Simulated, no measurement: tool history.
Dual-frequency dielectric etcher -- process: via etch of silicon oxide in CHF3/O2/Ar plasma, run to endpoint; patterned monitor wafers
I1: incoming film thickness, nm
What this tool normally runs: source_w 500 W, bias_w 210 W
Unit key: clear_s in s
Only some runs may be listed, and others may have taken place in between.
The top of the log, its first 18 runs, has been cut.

Run 19, hour 517.0: usual settings; I1 425.0. Result: clear_s 223.5 s.
Run 20, hour 542.0: usual settings; I1 423.5. Result: clear_s 221.0 s.
Run 21, hour 576.6: usual settings but source_w 560 W, bias_w 177 W; I1 422.6. Result: clear_s 220.5 s.
Run 22, hour 597.3: usual settings but source_w 440 W; I1 416.5. Result: clear_s 225.6 s.
At hour 603.2: source power generator calibrated.
Run 23, hour 628.6: usual settings but source_w 420 W, bias_w 236 W; I1 424.1. Result: clear_s 227.9 s.
Run 24, hour 653.8: usual settings but source_w 620 W, bias_w 186 W; I1 426.4. Result: clear_s 206.8 s.
Run 25, hour 685.5: usual settings but source_w 390 W, bias_w 250 W; I1 423.4. Result: clear_s 228.2 s.
Run 26, hour 707.3: usual settings but source_w 430 W, bias_w 179 W; I1 419.0. Result: clear_s 238.1 s.
Run 27, hour 729.3: usual settings but bias_w 235 W; I1 424.4. Result: clear_s 209.3 s.
Run 28, hour 749.4: usual settings but source_w 550 W, bias_w 160 W; I1 422.0. Result: clear_s 222.7 s.
Run 29, hour 764.5: usual settings but source_w 590 W, bias_w 248 W; I1 424.7. Result: clear_s 194.6 s.
Run 30, hour 781.1: usual settings but source_w 580 W; I1 423.1. Result: clear_s 206.9 s.
Run 31, hour 800.0: usual settings but source_w 550 W, bias_w 183 W; I1 422.6. Result: clear_s 215.3 s.
Run 32, hour 821.3: usual settings; I1 423.9. Result: clear_s 213.8 s.
Run 33, hour 839.1: usual settings; I1 425.6. Result: clear_s 216.3 s.
At hour 914.9: wet clean of the chamber.
Run 34, hour 927.3: usual settings but source_w 470 W, bias_w 233 W; I1 420.9. Result: clear_s 224.4 s.
Run 35, hour 941.8: usual settings but bias_w 185 W; I1 422.7. Result: clear_s 234.8 s.

What if the next run were any one of these 4? Each begins from the tool's condition after run 35:
Run A, hour 942.3: usual settings but source_w 610 W; I1 423.1. Result: clear_s ?.
Run B, hour 942.3: usual settings but source_w 580 W, bias_w 180 W; I1 423.1. Result: clear_s ?.
Run C, hour 942.3: usual settings but source_w 440 W, bias_w 249 W; I1 423.1. Result: clear_s ?.
Run D, hour 942.3: usual settings but source_w 470 W, bias_w 174 W; I1 423.1. Result: clear_s ?.

run  clear_s
  A    208.3
  B    221.2
  C    225.3
  D    242.4
Without the tool's hidden state the same runs would have given:
run  clear_s
  A    207.0
  B    219.9
  C    224.0
  D    240.9
